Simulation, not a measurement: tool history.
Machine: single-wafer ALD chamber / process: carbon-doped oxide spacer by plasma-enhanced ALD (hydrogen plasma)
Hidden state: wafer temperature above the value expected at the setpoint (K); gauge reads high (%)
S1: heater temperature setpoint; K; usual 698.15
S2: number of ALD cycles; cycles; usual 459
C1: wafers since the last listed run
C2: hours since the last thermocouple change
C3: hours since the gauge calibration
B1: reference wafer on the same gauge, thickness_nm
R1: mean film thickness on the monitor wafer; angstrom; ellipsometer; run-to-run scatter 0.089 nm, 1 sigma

{"run": 1, "hour": 0.0, "S1": 689.15, "S2": 405, "C1": 0, "C2": 1228.8, "C3": 566.3, "B1": 17.703, "R1": 177.0}
{"hour": 74.2, "done": "thermocouple changed; heater temperature recalibrated"}
{"run": 2, "hour": 107.5, "S1": 689.15, "S2": 405, "C1": 103, "C2": 33.3, "C3": 673.8, "B1": 17.67, "R1": 180.41}
{"run": 3, "hour": 169.7, "S1": 698.15, "S2": 459, "C1": 64, "C2": 95.5, "C3": 736.0, "B1": 17.689, "R1": 197.95}
{"run": 4, "hour": 218.1, "S1": 698.15, "S2": 459, "C1": 50, "C2": 143.9, "C3": 784.4, "B1": 17.702, "R1": 197.75}
{"run": 5, "hour": 306.4, "S1": 698.15, "S2": 459, "C1": 91, "C2": 232.2, "C3": 872.7, "B1": 17.711, "R1": 197.39}
{"run": 6, "hour": 409.1, "S1": 698.15, "S2": 459, "C1": 106, "C2": 334.9, "C3": 975.4, "B1": 17.723, "R1": 195.92}
{"run": 7, "hour": 547.4, "S1": 698.15, "S2": 459, "C1": 143, "C2": 473.2, "C3": 1113.7, "B1": 17.722, "R1": 194.19}
{"run": 8, "hour": 587.5, "S1": 698.15, "S2": 459, "C1": 41, "C2": 513.3, "C3": 1153.8, "B1": 17.674, "R1": 194.28}
{"hour": 605.4, "done": "gauge calibrated"}
{"run": 9, "hour": 638.7, "S1": 698.15, "S2": 413, "C1": 53, "C2": 564.5, "C3": 33.3, "B1": 17.72, "R1": 175.51}
{"run": 10, "hour": 705.3, "S1": 698.15, "S2": 413, "C1": 69, "C2": 631.1, "C3": 99.9, "B1": 17.693, "R1": 174.68}
{"run": 11, "hour": 747.0, "S1": 698.15, "S2": 413, "C1": 43, "C2": 672.8, "C3": 141.6, "B1": 17.693, "R1": 175.38}
{"run": 12, "hour": 807.2, "S1": 691.15, "S2": 496, "C1": 62, "C2": 733.0, "C3": 201.8, "B1": 17.708, "R1": 217.92}
{"run": 13, "hour": 862.0, "S1": 687.15, "S2": 405, "C1": 57, "C2": 787.8, "C3": 256.6, "B1": 17.691, "R1": 179.08}
{"run": 14, "hour": 933.9, "S1": 693.15, "S2": 401, "C1": 74, "C2": 859.7, "C3": 328.5, "B1": 17.716, "R1": 172.61}
{"run": 15, "hour": 992.7, "S1": 712.15, "S2": 396, "C1": 61, "C2": 918.5, "C3": 387.3, "B1": 17.667, "R1": 159.16}
{"hour": 1186.7, "done": "thermocouple changed; heater temperature recalibrated"}
{"run": 16, "hour": 1291.0, "S1": 712.15, "S2": 459, "C1": 302, "C2": 104.3, "C3": 685.6, "B1": 17.691, "R1": 188.88}
{"run": 17, "hour": 1340.0, "S1": 698.15, "S2": 379, "C1": 51, "C2": 153.3, "C3": 734.6, "B1": 17.693, "R1": 164.32}
{"run": 18, "hour": 1400.0, "S1": 698.15, "S2": 459, "C1": 62, "C2": 213.3, "C3": 794.6, "B1": 17.716, "R1": 198.92}
{"run": 19, "hour": 1482.4, "S1": 698.15, "S2": 430, "C1": 85, "C2": 295.7, "C3": 877.0, "B1": 17.673, "R1": 184.99}
{"run": 20, "hour": 1776.1, "S1": 698.15, "S2": 459, "C1": 305, "C2": 589.4, "C3": 1170.7, "B1": 17.704, "R1": 196.7}
{"hour": 1804.0, "done": "gauge calibrated"}
{"run": 21, "hour": 1830.7, "S1": 689.15, "S2": 405, "C1": 56, "C2": 644.0, "C3": 26.7, "B1": 17.728, "R1": 178.99}
{"run": 22, "hour": 1913.5, "S1": 698.15, "S2": 507, "C1": 86, "C2": 726.8, "C3": 109.5, "B1": 17.704, "R1": 216.42}
{"run": 23, "hour": 1988.9, "S1": 709.15, "S2": 391, "C1": 78, "C2": 802.2, "C3": 184.9, "B1": 17.717, "R1": 159.93}

Measured result minus the same run's result without the hidden state. Both carry the same run-to-run variation, though not necessarily the same gauge scatter:
run=1 R1=-4.10
run=2 R1=-0.82
run=3 R1=-1.56
run=4 R1=-1.99
run=5 R1=-2.65
run=6 R1=-3.23
run=7 R1=-3.79
run=8 R1=-3.93
run=9 R1=-3.69
run=10 R1=-3.83
run=11 R1=-3.94
run=12 R1=-4.89
run=13 R1=-4.05
run=14 R1=-4.08
run=15 R1=-4.11
run=16 R1=-0.79
run=17 R1=-1.00
run=18 R1=-1.66
run=19 R1=-2.03
run=20 R1=-3.33
run=21 R1=-3.05
run=22 R1=-4.00
run=23 R1=-3.20
